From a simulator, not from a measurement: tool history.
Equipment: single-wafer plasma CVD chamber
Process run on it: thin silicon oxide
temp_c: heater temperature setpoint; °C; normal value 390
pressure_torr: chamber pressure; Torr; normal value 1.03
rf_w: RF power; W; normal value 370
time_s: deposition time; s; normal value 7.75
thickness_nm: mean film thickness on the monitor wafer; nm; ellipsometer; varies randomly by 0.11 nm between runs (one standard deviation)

run,hour,temp_c,pressure_torr,rf_w,time_s,"read-back reference wafer on the same gauge, thickness_nm",thickness_nm
1,0.0,390,1.03,370,7.75,17.697,19.073
2,25.0,393,1.03,370,7.75,17.704,18.887
3,121.0,393,1.03,370,7.75,17.727,18.772
4,157.2,393,1.03,370,7.75,17.687,18.761
5,229.0,390,1.03,370,7.75,17.677,19.250
6,272.7,394,1.03,370,7.30,17.719,18.084
# hour 339.4: capacitance manometer re-zeroed and calibrated
7,339.9,394,1.03,370,7.30,17.694,18.776
8,372.1,394,1.03,370,7.30,17.724,18.574
# hour 383.2: gauge calibrated
9,406.4,390,1.03,370,6.73,17.702,17.040
10,457.7,381,1.03,370,7.75,17.698,19.929
# hour 471.9: capacitance manometer re-zeroed and calibrated, repeated, since the last time left the tool worse
# hour 525.7: showerhead replaced
11,526.2,390,1.15,390,6.64,17.688,17.678
12,588.9,385,0.78,370,6.24,17.697,11.555

Forecast run 13:
# hour 610.0: RF generator calibrated
13,659.6,390,1.03,370,7.75,?,?

Logged for run 13: read-back reference wafer on the same gauge, thickness_nm 17.688, thickness_nm 18.653 nm.
The same run, on a tool lacking any hidden state, would have yielded thickness_nm 18.641 nm.
